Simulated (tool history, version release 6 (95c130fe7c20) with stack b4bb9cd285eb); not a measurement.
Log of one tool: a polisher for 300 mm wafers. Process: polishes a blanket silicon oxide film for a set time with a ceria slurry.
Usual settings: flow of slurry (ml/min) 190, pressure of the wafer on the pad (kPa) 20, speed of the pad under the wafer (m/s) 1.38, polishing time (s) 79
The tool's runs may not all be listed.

run    hour  flow of slurry (ml/min)  pressure of the wafer on the pad (kPa)  speed of the pad under the wafer (m/s)  polishing time (s)  wafers since the last listed run  wafers polished on this pad  hours since the slurry nozzle was cleaned  hours since the head pressure was calibrated  incoming thickness of the incoming film, nm  film removed (nm)
  1       0                      190                                      20                                    1.38                  79                                 0                         2465                                      492.1                                         770.7                                       1268.7                372
       24.7  -- slurry nozzle cleaned
  2    78.6                      190                                      20                                    1.38                  79                               876                         3342                                       53.9                                         849.3                                       1290.9              408.7
  3   126.7                      190                                      20                                    1.38                  79                               543                         3886                                        102                                         897.4                                       1317.7              410.2
      197.9  -- worn pad replaced by a new one
  4   233.6                      190                                      20                                    1.38                  79                              1162                          403                                      208.9                                        1004.3                                       1270.7              409.6
  5   282.4                      190                                      20                                    1.38                  79                               551                          955                                      257.7                                        1053.1                                       1275.6              400.3
      358.7  -- head pressure recalibrated
  6   370.3                      190                                      20                                    1.38                  79                               970                         1925                                      345.6                                          11.6                                       1299.5              392.5
      446.8  -- slurry nozzle cleaned
  7   514.3                      190                                      20                                    1.38                  79                              1615                         3541                                       67.5                                         155.6                                       1295.4              400.2
  8   570.7                      190                                      20                                    1.38                  79                               637                         4179                                      123.9                                           212                                       1268.3                400
  9   676.8                      190                                      20                                    1.38                  79                              1198                         5378                                        230                                         318.1                                       1268.8                401
      725.3  -- worn pad replaced by a new one
 10   758.2                      190                                      20                                    1.24                  79                               874                          371                                      311.4                                         399.5                                       1293.1                358
 11   839.7                      190                                      20                                    1.24                  79                               920                         1292                                      392.9                                           481                                       1290.3              353.8
      885.1  -- slurry nozzle cleaned
 12   930.1                      190                                      20                                    1.24                  79                              1010                         2302                                         45                                         571.4                                       1307.7              365.3
 13   994.8                      190                                      20                                    1.38                  79                               731                         3034                                      109.7                                         636.1                                       1292.4              404.7
 14  1063.6                      190                                      20                                    1.38                  79                               777                         3811                                      178.5                                         704.9                                       1284.8              402.6
     1122.4  -- worn pad replaced by a new one, of another model than before
 15  1129.1                      190                                      20                                    1.38                  79                               694                           75                                        244                                         770.4                                       1276.1              387.4
 16  1226.2                      190                                    24.8                                    1.38                  52                              1097                         1172                                      341.1                                         867.5                                       1302.8              298.2
 17  1266.1                      190                                      20                                    1.38                  79                               450                         1623                                        381                                         907.4                                       1317.9              393.6
 18  1352.3                      250                                    17.9                                    1.38                  79                               974                         2597                                      467.2                                         993.6                                       1276.8                361
     1392.9  -- slurry nozzle cleaned
 19    1450                      190                                      20                                    1.38                  79                              1092                         3690                                       57.1                                        1091.3                                         1289              409.8
 20  1553.5                      190                                      20                                    1.04                  60                              1169                         4860                                      160.6                                        1194.8                                       1298.6                253
     1594.2  -- head pressure recalibrated
 21  1600.7                      220                                    23.4                                    1.38                  79                               510                         5371                                      207.8                                           6.5                                       1299.1              453.6
 22  1637.7                      160                                      20                                    1.38                  79                               418                         5789                                      244.8                                          43.5                                       1287.8              392.3
     1648.9  -- worn pad replaced by a new one
 23  1733.9                      230                                      20                                    1.38                  95                              1041                          960                                        341                                         139.7                                       1276.6              480.7
 24  1812.2                      190                                      20                                    1.24                  79                               884                         1844                                      419.3                                           218                                       1266.8              370.1
     1856.4  -- slurry nozzle cleaned
 25  1915.6                      125                                    22.1                                    0.98                  79                              1157                         3002                                       59.2                                         321.4                                       1308.7              336.5
 26    2020                      230                                      20                                    1.38                  95                              1179                         4181                                      163.6                                         425.8                                       1291.9                483
     2098.7  -- worn pad replaced by a new one
 27  2116.8                      190                                      20                                    1.38                  79                              1048                          205                                      260.4                                         522.6                                       1271.4              410.6
 28  2180.3                      150                                    17.9                                    1.38                  79                               717                          922                                      323.9                                         586.1                                       1277.8              366.6
 29  2276.5                      125                                      20                                    1.54                  71                              1087                         2009                                      420.1                                         682.3                                       1291.9              365.3
 30  2321.4                      170                                      20                                     1.8                 102                               507                         2517                                        465                                         727.2                                       1275.5              606.2

Measured less the same run without the tool's hidden state. The same run-to-run variation is in both; the gauge's scatter may not be:
The hidden state here: removal rate lost through wear of the pad, %; slurry flow missing at the pad, %; deviation of the head's pressure from its setpoint, %.
run  film removed (nm)
  1              -30.8
  2               -0.8
  3               -1.5
  4               -4.4
  5               -6.4
  6              -11.7
  7               -1.7
  8               -2.6
  9                 -6
 10               -9.3
 11              -15.4
 12               -3.2
 13               -4.4
 14               -6.3
 15               -5.6
 16               -7.2
 17              -11.7
 18              -14.1
 19               -1.8
 20                 -2
 21               -4.4
 22               -5.5
 23               -9.8
 24              -12.5
 25               -1.4
 26                 -3
 27               -5.3
 28               -7.8
 29              -14.1
 30              -26.1
